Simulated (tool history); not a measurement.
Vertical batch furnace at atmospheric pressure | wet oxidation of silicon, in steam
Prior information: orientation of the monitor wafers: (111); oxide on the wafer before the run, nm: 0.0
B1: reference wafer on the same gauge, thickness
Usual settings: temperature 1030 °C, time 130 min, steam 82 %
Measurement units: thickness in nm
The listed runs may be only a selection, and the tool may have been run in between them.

{"run": 1, "day": 0.0, "temperature": 1048, "time": 130, "steam": 82, "B1": 609.48, "thickness": 741.87}
{"run": 2, "day": 0.842, "temperature": 1048, "time": 130, "steam": 82, "B1": 608.87, "thickness": 741.86}
{"run": 3, "day": 1.333, "temperature": 1030, "time": 130, "steam": 82, "B1": 608.77, "thickness": 692.2}
{"day": 2.746, "done": "thermocouples replaced and temperature profile calibrated"}
{"run": 4, "day": 2.767, "temperature": 1030, "time": 130, "steam": 82, "B1": 609.25, "thickness": 690.36}
{"run": 5, "day": 3.029, "temperature": 1030, "time": 130, "steam": 82, "B1": 608.92, "thickness": 690.21}
{"day": 4.15, "done": "steam generator serviced"}
{"run": 6, "day": 4.171, "temperature": 1030, "time": 130, "steam": 82, "B1": 609.1, "thickness": 717.56}
{"run": 7, "day": 4.433, "temperature": 1030, "time": 130, "steam": 82, "B1": 608.61, "thickness": 717.67}
{"run": 8, "day": 5.15, "temperature": 1019, "time": 164, "steam": 93, "B1": 609.11, "thickness": 836.84}
{"day": 5.588, "done": "gauge calibrated"}
{"run": 9, "day": 5.975, "temperature": 1030, "time": 130, "steam": 82, "B1": 609.1, "thickness": 716.8}
{"run": 10, "day": 7.088, "temperature": 1011, "time": 130, "steam": 82, "B1": 609.15, "thickness": 660.26}
{"run": 11, "day": 7.517, "temperature": 1030, "time": 85, "steam": 71, "B1": 608.86, "thickness": 520.27}

Run 12 has not been measured yet. What should we expect?
{"run": 12, "day": 7.904, "temperature": 1052, "time": 130, "steam": 90, "B1": "?", "thickness": "?"}

For run 12 the tool returned B1 609.00, thickness 818.68 nm.
Take away the tool's hidden state, keep the run-to-run variation as it was, and the same run would have given thickness 820.96 nm.
